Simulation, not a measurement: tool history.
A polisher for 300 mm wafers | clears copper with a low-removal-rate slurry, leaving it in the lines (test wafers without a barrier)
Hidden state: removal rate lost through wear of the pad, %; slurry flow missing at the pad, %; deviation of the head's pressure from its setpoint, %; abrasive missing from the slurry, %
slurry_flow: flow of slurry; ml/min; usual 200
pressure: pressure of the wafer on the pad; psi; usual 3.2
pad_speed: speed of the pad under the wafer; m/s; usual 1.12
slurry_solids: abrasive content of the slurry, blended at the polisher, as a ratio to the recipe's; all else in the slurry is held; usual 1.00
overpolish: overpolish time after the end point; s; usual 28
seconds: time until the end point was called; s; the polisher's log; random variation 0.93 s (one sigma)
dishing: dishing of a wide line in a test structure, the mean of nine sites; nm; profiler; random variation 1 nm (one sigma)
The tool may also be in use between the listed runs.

| run | hour | slurry_flow | pressure | pad_speed | slurry_solids | overpolish | wafers since the last listed run | wafers polished on this pad | hours since the slurry nozzle was cleaned | hours since the head pressure was calibrated | hours since the slurry blender was calibrated | incoming thickness of the incoming film, nm | seconds | dishing |
|---|---|---|---|---|---|---|---|---|---|---|---|---|---|---|
| 1 | 0.0 | 160 | 3.2 | 1.12 | 1.00 | 28 | 0 | 752 | 1.3 | 270.4 | 161.7 | 413.9 | 121.8 | 50.7 |
| 2 | 32.8 | 200 | 3.2 | 1.12 | 1.00 | 28 | 159 | 912 | 34.1 | 303.2 | 194.5 | 409.3 | 117.5 | 52.6 |
| 3 | 51.3 | 200 | 3.2 | 1.12 | 1.00 | 28 | 90 | 1002 | 52.6 | 321.7 | 213.0 | 407.8 | 115.8 | 51.9 |
|  | 65.8 | worn pad replaced by a new one |
| 4 | 87.1 | 200 | 2.9 | 1.12 | 1.00 | 28 | 155 | 103 | 88.4 | 357.5 | 248.8 | 402.3 | 115.2 | 50.7 |
| 5 | 122.5 | 200 | 2.9 | 1.12 | 1.00 | 28 | 172 | 276 | 123.8 | 392.9 | 284.2 | 408.5 | 120.7 | 50.5 |
| 6 | 170.8 | 200 | 3.2 | 1.12 | 1.00 | 28 | 235 | 511 | 172.1 | 441.2 | 332.5 | 402.0 | 115.4 | 53.0 |
| 7 | 196.0 | 200 | 3.2 | 1.12 | 1.00 | 28 | 122 | 634 | 197.3 | 466.4 | 357.7 | 411.6 | 117.2 | 53.0 |
| 8 | 208.6 | 200 | 3.2 | 0.88 | 1.00 | 28 | 61 | 695 | 209.9 | 479.0 | 370.3 | 406.5 | 140.6 | 45.2 |
| 9 | 239.1 | 200 | 3.2 | 1.12 | 1.00 | 28 | 148 | 844 | 240.4 | 509.5 | 400.8 | 415.1 | 119.8 | 52.0 |
| 10 | 272.0 | 200 | 3.2 | 1.12 | 1.00 | 28 | 160 | 1004 | 273.3 | 542.4 | 433.7 | 409.5 | 117.6 | 51.9 |
| 11 | 301.5 | 200 | 3.2 | 1.12 | 1.00 | 28 | 143 | 1148 | 302.8 | 571.9 | 463.2 | 413.8 | 122.6 | 52.3 |
|  | 303.8 | head pressure recalibrated |
| 12 | 323.7 | 200 | 3.2 | 1.12 | 1.00 | 28 | 98 | 1247 | 325.0 | 19.9 | 485.4 | 415.2 | 120.5 | 52.0 |
|  | 327.0 | slurry blender recalibrated |
|  | 334.6 | worn pad replaced by a new one, of another model than before |
| 13 | 352.7 | 200 | 3.2 | 1.12 | 1.00 | 28 | 112 | 88 | 354.0 | 48.9 | 25.7 | 409.4 | 110.4 | 56.8 |
| 14 | 369.1 | 200 | 3.2 | 1.12 | 1.00 | 28 | 79 | 168 | 370.4 | 65.3 | 42.1 | 412.8 | 113.0 | 52.7 |
| 15 | 382.2 | 200 | 3.2 | 1.12 | 1.00 | 41 | 63 | 232 | 383.5 | 78.4 | 55.2 | 414.1 | 114.6 | 68.3 |
| 16 | 400.5 | 200 | 3.8 | 1.12 | 1.00 | 28 | 89 | 321 | 401.8 | 96.7 | 73.5 | 411.6 | 106.9 | 57.6 |
|  | 414.9 | slurry nozzle cleaned |
| 17 | 415.4 | 200 | 3.2 | 0.72 | 1.10 | 28 | 67 | 389 | 0.5 | 111.6 | 88.4 | 407.5 | 177.6 | 38.6 |
| 18 | 474.2 | 260 | 2.8 | 1.12 | 1.15 | 12 | 286 | 675 | 59.3 | 170.4 | 147.2 | 409.3 | 117.8 | 27.2 |
| 19 | 489.7 | 200 | 3.2 | 1.12 | 1.20 | 45 | 75 | 751 | 74.8 | 185.9 | 162.7 | 408.2 | 112.3 | 72.6 |
| 20 | 513.9 | 200 | 3.2 | 1.12 | 1.00 | 28 | 117 | 869 | 99.0 | 210.1 | 186.9 | 409.8 | 118.9 | 53.2 |
| 21 | 541.0 | 165 | 2.3 | 0.90 | 1.00 | 28 | 132 | 1001 | 126.1 | 237.2 | 214.0 | 409.2 | 170.1 | 38.0 |
| 22 | 557.5 | 200 | 3.2 | 1.12 | 1.00 | 28 | 80 | 1081 | 142.6 | 253.7 | 230.5 | 409.6 | 117.7 | 51.9 |
|  | 583.3 | worn pad replaced by a new one |
| 23 | 591.3 | 270 | 3.2 | 1.12 | 0.80 | 28 | 145 | 39 | 176.4 | 287.5 | 264.3 | 415.4 | 112.7 | 53.5 |
| 24 | 623.5 | 200 | 3.2 | 0.82 | 1.00 | 18 | 156 | 196 | 208.6 | 319.7 | 296.5 | 411.8 | 156.2 | 31.1 |
| 25 | 648.5 | 200 | 3.2 | 1.12 | 1.00 | 28 | 121 | 318 | 233.6 | 344.7 | 321.5 | 409.0 | 114.2 | 54.1 |
| 26 | 671.7 | 200 | 3.2 | 1.12 | 1.00 | 28 | 113 | 431 | 256.8 | 367.9 | 344.7 | 411.2 | 117.0 | 53.5 |
| 27 | 706.1 | 200 | 3.7 | 0.84 | 1.10 | 28 | 167 | 598 | 291.2 | 402.3 | 379.1 | 408.3 | 142.4 | 45.6 |
|  | 741.3 | slurry blender recalibrated |
| 28 | 741.8 | 200 | 2.8 | 1.12 | 1.20 | 33 | 164 | 763 | 326.9 | 438.0 | 0.5 | 413.4 | 122.1 | 55.4 |

4 ways to go on from here, each from the tool as it stands after run 28. What would each give?
| A | 742.3 | 200 | 3.2 | 1.12 | 1.00 | 28 | 2 | 765 | 327.4 | 438.5 | 1.0 | 412.2 | ? | ? |
| B | 742.3 | 200 | 3.9 | 1.12 | 1.00 | 28 | 2 | 765 | 327.4 | 438.5 | 1.0 | 412.2 | ? | ? |
| C | 742.3 | 200 | 3.2 | 1.12 | 0.80 | 18 | 2 | 765 | 327.4 | 438.5 | 1.0 | 412.2 | ? | ? |
| D | 742.3 | 200 | 2.2 | 1.12 | 0.90 | 28 | 2 | 765 | 327.4 | 438.5 | 1.0 | 412.2 | ? | ? |

| run | seconds | dishing |
|---|---|---|
| A | 116.8 | 50.3 |
| B | 106.6 | 53.9 |
| C | 121.3 | 34.8 |
| D | 137.6 | 44.3 |
Without the tool's hidden state the same runs would have given:
| run | seconds | dishing |
|---|---|---|
| A | 108.8 | 52.9 |
| B | 99.4 | 56.6 |
| C | 113.0 | 36.9 |
| D | 128.2 | 46.6 |
